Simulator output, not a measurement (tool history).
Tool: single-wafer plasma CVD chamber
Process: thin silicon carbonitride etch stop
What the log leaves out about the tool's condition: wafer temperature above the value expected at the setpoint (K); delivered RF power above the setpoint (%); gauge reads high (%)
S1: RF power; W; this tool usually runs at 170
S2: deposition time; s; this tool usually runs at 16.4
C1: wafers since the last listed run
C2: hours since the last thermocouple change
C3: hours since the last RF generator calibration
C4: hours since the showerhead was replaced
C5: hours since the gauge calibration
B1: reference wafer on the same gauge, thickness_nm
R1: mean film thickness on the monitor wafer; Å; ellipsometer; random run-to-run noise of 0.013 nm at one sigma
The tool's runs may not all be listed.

Run 1, day 0: usual settings; C1 0; C2 2428.9; C3 957.3; C4 5597.9; C5 59; B1 8.546. Result: R1 85.9 Å.
Run 2, day 0.292: usual settings; C1 117; C2 2435.9; C3 964.3; C4 5604.9; C5 66; B1 8.553. Result: R1 86.18 Å.
Run 3, day 0.792: usual settings; C1 202; C2 2447.9; C3 976.3; C4 5616.9; C5 78; B1 8.547. Result: R1 86.07 Å.
Run 4, day 1.229: usual settings; C1 176; C2 2458.4; C3 986.8; C4 5627.4; C5 88.5; B1 8.551. Result: R1 85.92 Å.
Run 5, day 1.792: usual settings but S2 14.9 s; C1 227; C2 2471.9; C3 1000.3; C4 5640.9; C5 102; B1 8.553. Result: R1 77.95 Å.
Run 6, day 2.283: usual settings but S2 14.9 s; C1 198; C2 2483.7; C3 1012.1; C4 5652.7; C5 113.8; B1 8.549. Result: R1 77.92 Å.
Run 7, day 2.933: usual settings but S1 160 W, S2 17.1 s; C1 262; C2 2499.3; C3 1027.7; C4 5668.3; C5 129.4; B1 8.542. Result: R1 87.47 Å.
Run 8, day 3.558: usual settings but S1 160 W, S2 17.1 s; C1 252; C2 2514.3; C3 1042.7; C4 5683.3; C5 144.4; B1 8.554. Result: R1 87.8 Å.
Run 9, day 4.196: usual settings; C1 257; C2 2529.6; C3 1058; C4 5698.6; C5 159.7; B1 8.556. Result: R1 85.74 Å.
Run 10, day 4.658: usual settings; C1 186; C2 2540.7; C3 1069.1; C4 5709.7; C5 170.8; B1 8.553. Result: R1 85.84 Å.
At day 5.246: showerhead replaced.
Run 11, day 5.267: usual settings; C1 111; C2 2555.3; C3 1083.7; C4 0.5; C5 185.4; B1 8.548. Result: R1 85.81 Å.
Run 12, day 5.617: usual settings but S1 155 W, S2 13.2 s; C1 141; C2 2563.7; C3 1092.1; C4 8.9; C5 193.8; B1 8.545. Result: R1 66.98 Å.
At day 5.958: gauge calibrated.
Run 13, day 6.204: usual settings but S1 200 W, S2 18.2 s; C1 237; C2 2577.8; C3 1106.2; C4 23; C5 5.9; B1 8.556. Result: R1 100.09 Å.
At day 6.788: RF generator calibrated.
Run 14, day 6.808: usual settings but S1 155 W, S2 18.8 s; C1 109; C2 2592.3; C3 0.5; C4 37.5; C5 20.4; B1 8.55. Result: R1 93.91 Å.
Run 15, day 7.512: usual settings but S1 180 W, S2 17.6 s; C1 284; C2 2609.2; C3 17.4; C4 54.4; C5 37.3; B1 8.558. Result: R1 92.3 Å.
Run 16, day 7.808: usual settings but S1 195 W, S2 18.2 s; C1 119; C2 2616.3; C3 24.5; C4 61.5; C5 44.4; B1 8.55. Result: R1 97.84 Å.
At day 8.354: thermocouple changed; heater temperature recalibrated.
At day 8.788: RF generator calibrated, repeated, since the last time left the tool worse.
Run 17, day 8.808: usual settings but S2 17.8 s; C1 134; C2 10.9; C3 0.5; C4 85.5; C5 68.4; B1 8.553. Result: R1 94.66 Å.
Run 18, day 8.821: usual settings; C1 5; C2 11.2; C3 0.8; C4 85.8; C5 68.7; B1 8.544. Result: R1 87.31 Å.
Run 19, day 9.304: usual settings but S1 155 W; C1 195; C2 22.8; C3 12.4; C4 97.4; C5 80.3; B1 8.559. Result: R1 84.78 Å.
Run 20, day 9.729: usual settings; C1 171; C2 33; C3 22.6; C4 107.6; C5 90.5; B1 8.548. Result: R1 87.5 Å.
Run 21, day 10.329: usual settings but S1 185 W, S2 15 s; C1 242; C2 47.4; C3 37; C4 122; C5 104.9; B1 8.554. Result: R1 81.83 Å.
Run 22, day 10.796: usual settings but S1 195 W, S2 13.3 s; C1 188; C2 58.6; C3 48.2; C4 133.2; C5 116.1; B1 8.552. Result: R1 73.93 Å.

Below, each run's measurement less what the same run would have read without the hidden state. Both values contain the same run-to-run variation, but the gauge's scatter may not be the same in both:
run     R1
  1  -1.44
  2  -1.46
  3  -1.47
  4  -1.49
  5  -1.36
  6  -1.37
  7  -1.57
  8  -1.59
  9  -1.58
 10  -1.59
 11  -1.61
 12  -1.26
 13  -1.91
 14  -3.28
 15  -3.24
 16  -3.46
 17  -0.12
 18  -0.11
 19  -0.12
 20  -0.14
 21  -0.14
 22  -0.14
